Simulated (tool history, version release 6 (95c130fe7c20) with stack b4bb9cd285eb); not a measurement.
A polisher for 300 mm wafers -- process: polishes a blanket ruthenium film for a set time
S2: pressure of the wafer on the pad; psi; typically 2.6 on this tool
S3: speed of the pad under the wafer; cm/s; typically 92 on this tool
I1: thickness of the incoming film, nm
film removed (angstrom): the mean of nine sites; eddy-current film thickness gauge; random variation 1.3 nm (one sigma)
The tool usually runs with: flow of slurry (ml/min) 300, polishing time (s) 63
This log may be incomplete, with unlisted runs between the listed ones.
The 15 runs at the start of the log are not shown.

{"run": 16, "hour": 838.1, "flow of slurry (ml/min)": 300, "S2": 2.6, "S3": 92, "polishing time (s)": 63, "I1": 542.6, "film removed (angstrom)": 912}
{"hour": 842.4, "done": "head pressure recalibrated"}
{"hour": 877.5, "done": "slurry nozzle cleaned"}
{"run": 17, "hour": 891.9, "flow of slurry (ml/min)": 300, "S2": 2.6, "S3": 92, "polishing time (s)": 63, "I1": 556.9, "film removed (angstrom)": 887}
{"run": 18, "hour": 933.7, "flow of slurry (ml/min)": 300, "S2": 2.6, "S3": 92, "polishing time (s)": 68, "I1": 546.3, "film removed (angstrom)": 921}
{"run": 19, "hour": 985.0, "flow of slurry (ml/min)": 300, "S2": 2.9, "S3": 102, "polishing time (s)": 72, "I1": 560.6, "film removed (angstrom)": 1200}
{"run": 20, "hour": 1011.6, "flow of slurry (ml/min)": 210, "S2": 2.6, "S3": 92, "polishing time (s)": 81, "I1": 548.0, "film removed (angstrom)": 1102}
{"run": 21, "hour": 1036.1, "flow of slurry (ml/min)": 300, "S2": 2.6, "S3": 104, "polishing time (s)": 63, "I1": 549.7, "film removed (angstrom)": 976}
{"hour": 1059.3, "done": "worn pad replaced by a new one"}
{"run": 22, "hour": 1095.2, "flow of slurry (ml/min)": 385, "S2": 2.9, "S3": 84, "polishing time (s)": 63, "I1": 542.2, "film removed (angstrom)": 905}
{"run": 23, "hour": 1132.2, "flow of slurry (ml/min)": 400, "S2": 2.2, "S3": 92, "polishing time (s)": 63, "I1": 554.2, "film removed (angstrom)": 792}
{"run": 24, "hour": 1156.4, "flow of slurry (ml/min)": 220, "S2": 2.0, "S3": 92, "polishing time (s)": 63, "I1": 552.9, "film removed (angstrom)": 685}
{"run": 25, "hour": 1188.9, "flow of slurry (ml/min)": 300, "S2": 2.6, "S3": 100, "polishing time (s)": 63, "I1": 551.3, "film removed (angstrom)": 962}
{"hour": 1240.4, "done": "head pressure recalibrated"}
{"run": 26, "hour": 1240.7, "flow of slurry (ml/min)": 300, "S2": 3.2, "S3": 92, "polishing time (s)": 63, "I1": 545.4, "film removed (angstrom)": 1074}
{"hour": 1302.2, "done": "slurry nozzle cleaned"}
{"run": 27, "hour": 1308.0, "flow of slurry (ml/min)": 270, "S2": 2.2, "S3": 92, "polishing time (s)": 63, "I1": 546.5, "film removed (angstrom)": 734}
{"run": 28, "hour": 1342.1, "flow of slurry (ml/min)": 300, "S2": 2.6, "S3": 92, "polishing time (s)": 63, "I1": 548.6, "film removed (angstrom)": 872}
{"run": 29, "hour": 1389.5, "flow of slurry (ml/min)": 300, "S2": 2.6, "S3": 102, "polishing time (s)": 80, "I1": 546.9, "film removed (angstrom)": 1196}
{"hour": 1426.7, "done": "worn pad replaced by a new one"}
{"run": 30, "hour": 1433.0, "flow of slurry (ml/min)": 255, "S2": 2.6, "S3": 92, "polishing time (s)": 63, "I1": 548.0, "film removed (angstrom)": 897}
{"run": 31, "hour": 1471.0, "flow of slurry (ml/min)": 300, "S2": 2.6, "S3": 92, "polishing time (s)": 46, "I1": 554.0, "film removed (angstrom)": 666}
{"run": 32, "hour": 1533.3, "flow of slurry (ml/min)": 300, "S2": 2.6, "S3": 92, "polishing time (s)": 63, "I1": 553.7, "film removed (angstrom)": 879}
{"hour": 1575.0, "done": "head pressure recalibrated"}
{"run": 33, "hour": 1584.7, "flow of slurry (ml/min)": 300, "S2": 2.6, "S3": 100, "polishing time (s)": 79, "I1": 543.7, "film removed (angstrom)": 1206}
{"run": 34, "hour": 1624.6, "flow of slurry (ml/min)": 300, "S2": 1.7, "S3": 108, "polishing time (s)": 63, "I1": 555.6, "film removed (angstrom)": 697}
{"run": 35, "hour": 1658.7, "flow of slurry (ml/min)": 395, "S2": 2.6, "S3": 92, "polishing time (s)": 63, "I1": 546.5, "film removed (angstrom)": 876}
{"hour": 1666.8, "done": "slurry nozzle cleaned"}
{"run": 36, "hour": 1725.0, "flow of slurry (ml/min)": 335, "S2": 2.0, "S3": 122, "polishing time (s)": 85, "I1": 542.8, "film removed (angstrom)": 1211}
{"run": 37, "hour": 1794.4, "flow of slurry (ml/min)": 300, "S2": 2.6, "S3": 92, "polishing time (s)": 63, "I1": 547.0, "film removed (angstrom)": 843}

4 ways to go on from here, each from the tool as it stands after run 37. What would each give?
{"run": "A", "hour": 1794.8, "flow of slurry (ml/min)": 300, "S2": 2.6, "S3": 92, "polishing time (s)": 63, "I1": 548.5, "film removed (angstrom)": "?"}
{"run": "B", "hour": 1794.8, "flow of slurry (ml/min)": 245, "S2": 3.4, "S3": 64, "polishing time (s)": 63, "I1": 548.5, "film removed (angstrom)": "?"}
{"run": "C", "hour": 1794.8, "flow of slurry (ml/min)": 265, "S2": 2.6, "S3": 92, "polishing time (s)": 48, "I1": 548.5, "film removed (angstrom)": "?"}
{"run": "D", "hour": 1794.8, "flow of slurry (ml/min)": 335, "S2": 3.4, "S3": 68, "polishing time (s)": 63, "I1": 548.5, "film removed (angstrom)": "?"}

run=A film_removed_(angstrom)=848
run=B film_removed_(angstrom)=747
run=C film_removed_(angstrom)=641
run=D film_removed_(angstrom)=810
The same runs, with their run-to-run variation unchanged, on a tool lacking any hidden condition would have given:
run=A film_removed_(angstrom)=918
run=B film_removed_(angstrom)=808
run=C film_removed_(angstrom)=694
run=D film_removed_(angstrom)=876
